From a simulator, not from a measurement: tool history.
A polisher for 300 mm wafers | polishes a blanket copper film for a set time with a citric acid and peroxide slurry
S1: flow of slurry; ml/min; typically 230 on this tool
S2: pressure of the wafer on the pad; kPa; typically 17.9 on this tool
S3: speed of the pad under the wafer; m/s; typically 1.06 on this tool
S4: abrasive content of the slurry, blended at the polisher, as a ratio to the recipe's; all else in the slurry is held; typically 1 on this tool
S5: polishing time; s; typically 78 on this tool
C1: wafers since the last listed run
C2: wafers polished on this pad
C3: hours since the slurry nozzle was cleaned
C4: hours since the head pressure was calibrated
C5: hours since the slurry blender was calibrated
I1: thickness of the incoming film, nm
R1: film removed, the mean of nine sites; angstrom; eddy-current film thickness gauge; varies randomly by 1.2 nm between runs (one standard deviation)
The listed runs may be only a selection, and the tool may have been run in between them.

Run 1, hour 0: usual settings but S1 250 ml/min, S5 67 s; C1 0; C2 624; C3 188.1; C4 1005.2; C5 374.8; I1 1060.9. Result: R1 1329 angstrom.
Run 2, hour 84.7: usual settings; C1 606; C2 1230; C3 272.8; C4 1089.9; C5 459.5; I1 1043.9. Result: R1 1507 angstrom.
Run 3, hour 157.2: usual settings but S5 95 s; C1 518; C2 1749; C3 345.3; C4 1162.4; C5 532; I1 1051.7. Result: R1 1846 angstrom.
At hour 187.4: head pressure recalibrated.
Run 4, hour 208.3: usual settings but S5 95 s; C1 351; C2 2101; C3 396.4; C4 20.9; C5 583.1; I1 1050.1. Result: R1 1861 angstrom.
Run 5, hour 279.7: usual settings but S5 95 s; C1 510; C2 2612; C3 467.8; C4 92.3; C5 654.5; I1 1041.8. Result: R1 1856 angstrom.
At hour 311.9: slurry blender recalibrated.
Run 6, hour 316.1: usual settings but S1 185 ml/min; C1 246; C2 2858; C3 504.2; C4 128.7; C5 4.2; I1 1062.2. Result: R1 1452 angstrom.
Run 7, hour 357.5: usual settings but S1 185 ml/min; C1 296; C2 3154; C3 545.6; C4 170.1; C5 45.6; I1 1053.5. Result: R1 1453 angstrom.
Run 8, hour 401: usual settings but S1 185 ml/min; C1 311; C2 3465; C3 589.1; C4 213.6; C5 89.1; I1 1062.3. Result: R1 1435 angstrom.
Run 9, hour 499.3: usual settings but S2 15.9 kPa; C1 703; C2 4169; C3 687.4; C4 311.9; C5 187.4; I1 1044.1. Result: R1 1315 angstrom.
At hour 587.6: worn pad replaced by a new one.
Run 10, hour 591.6: usual settings but S2 15.9 kPa; C1 631; C2 28; C3 779.7; C4 404.2; C5 279.7; I1 1048.3. Result: R1 1315 angstrom.
Run 11, hour 636: usual settings but S1 275 ml/min, S3 1.42 m/s, S4 0.9, S5 59 s; C1 317; C2 346; C3 824.1; C4 448.6; C5 324.1; I1 1029.1. Result: R1 1430 angstrom.
At hour 639: slurry nozzle cleaned.
Run 12, hour 686.3: usual settings but S1 270 ml/min, S2 15.9 kPa, S3 1.38 m/s, S4 1.15; C1 352; C2 698; C3 47.3; C4 498.9; C5 374.4; I1 1052.6. Result: R1 1761 angstrom.
Run 13, hour 764: usual settings but S1 290 ml/min, S5 54 s; C1 556; C2 1255; C3 125; C4 576.6; C5 452.1; I1 1055.7. Result: R1 1018 angstrom.
At hour 825: slurry blender recalibrated, repeated, since the last time left the tool worse.
Run 14, hour 1035.5: usual settings but S1 310 ml/min, S5 53 s; C1 1928; C2 3183; C3 396.5; C4 848.1; C5 210.5; I1 1064.8. Result: R1 1057 angstrom.
Run 15, hour 1079.6: usual settings but S1 285 ml/min, S2 14.5 kPa, S3 1.38 m/s, S5 63 s; C1 315; C2 3499; C3 440.6; C4 892.2; C5 254.6; I1 1035.7. Result: R1 1387 angstrom.
Run 16, hour 1133.5: usual settings but S3 1.38 m/s, S4 1.1; C1 385; C2 3885; C3 494.5; C4 946.1; C5 308.5; I1 1052.8. Result: R1 1990 angstrom.
At hour 1221.2: worn pad replaced by a new one.
Run 17, hour 1225.3: usual settings; C1 628; C2 29; C3 586.3; C4 1037.9; C5 400.3; I1 1046.7. Result: R1 1531 angstrom.
Run 18, hour 1326.7: usual settings but S4 0.9, S5 52 s; C1 725; C2 754; C3 687.7; C4 1139.3; C5 501.7; I1 1027.4. Result: R1 979 angstrom.
Run 19, hour 1381.9: usual settings; C1 395; C2 1149; C3 742.9; C4 1194.5; C5 556.9; I1 1052.8. Result: R1 1510 angstrom.
Run 20, hour 1468.7: usual settings but S1 185 ml/min, S4 0.9, S5 52 s; C1 621; C2 1771; C3 829.7; C4 1281.3; C5 643.7; I1 1043.5. Result: R1 975 angstrom.
At hour 1476.9: head pressure recalibrated.
At hour 1543.1: slurry nozzle cleaned.
Run 21, hour 1563.5: usual settings but S1 170 ml/min, S2 20 kPa; C1 656; C2 2428; C3 20.4; C4 86.6; C5 738.5; I1 1049.9. Result: R1 1636 angstrom.
At hour 1573.5: slurry blender recalibrated.
Run 22, hour 1671.5: usual settings but S3 1.4 m/s; C1 758; C2 3186; C3 128.4; C4 194.6; C5 98; I1 1063.7. Result: R1 2018 angstrom.
Run 23, hour 1756.8: usual settings but S2 13.8 kPa, S5 63 s; C1 610; C2 3797; C3 213.7; C4 279.9; C5 183.3; I1 1039.6. Result: R1 1023 angstrom.
At hour 1846.7: worn pad replaced by a new one.
Run 24, hour 1849.5: usual settings but S4 0.8; C1 634; C2 19; C3 306.4; C4 372.6; C5 276; I1 1045. Result: R1 1459 angstrom.
Run 25, hour 1909.5: usual settings but S2 21.4 kPa; C1 429; C2 449; C3 366.4; C4 432.6; C5 336; I1 1042. Result: R1 1746 angstrom.
Run 26, hour 2012.5: usual settings; C1 737; C2 1186; C3 469.4; C4 535.6; C5 439; I1 1070.3. Result: R1 1519 angstrom.
Run 27, hour 2106.9: usual settings but S1 150 ml/min, S2 14.5 kPa, S3 1.32 m/s; C1 675; C2 1861; C3 563.8; C4 630; C5 533.4; I1 1056.2. Result: R1 1550 angstrom.
At hour 2196.7: slurry blender recalibrated.
Run 28, hour 2204: usual settings but S1 210 ml/min; C1 680; C2 2542; C3 660.9; C4 727.1; C5 7.3; I1 1060.9. Result: R1 1535 angstrom.
Run 29, hour 2306: usual settings but S1 165 ml/min, S2 21.4 kPa, S4 0.85; C1 729; C2 3272; C3 762.9; C4 829.1; C5 109.3; I1 1043.3. Result: R1 1663 angstrom.
Run 30, hour 2345: usual settings but S5 64 s; C1 279; C2 3551; C3 801.9; C4 868.1; C5 148.3; I1 1060.8. Result: R1 1255 angstrom.
At hour 2372.7: slurry nozzle cleaned.
At hour 2426.1: worn pad replaced by a new one.
Run 31, hour 2544: usual settings but S1 150 ml/min, S2 14.5 kPa, S3 1.32 m/s; C1 1388; C2 843; C3 171.3; C4 1067.1; C5 347.3; I1 1055.3. Result: R1 1555 angstrom.

Same runs, no hidden state in the tool, same run-to-run variation:
The tool's hidden condition here consists of: removal rate lost through wear of the pad, %; slurry flow missing at the pad, %; deviation of the head's pressure from its setpoint, %; abrasive missing from the slurry, %.
run    R1
  1  1363
  2  1549
  3  1900
  4  1916
  5  1912
  6  1532
  7  1542
  8  1530
  9  1415
 10  1423
 11  1549
 12  1914
 13  1108
 14  1077
 15  1416
 16  2037
 17  1571
 18  1006
 19  1553
 20  1004
 21  1685
 22  2039
 23  1040
 24  1489
 25  1786
 26  1558
 27  1592
 28  1539
 29  1684
 30  1275
 31  1593
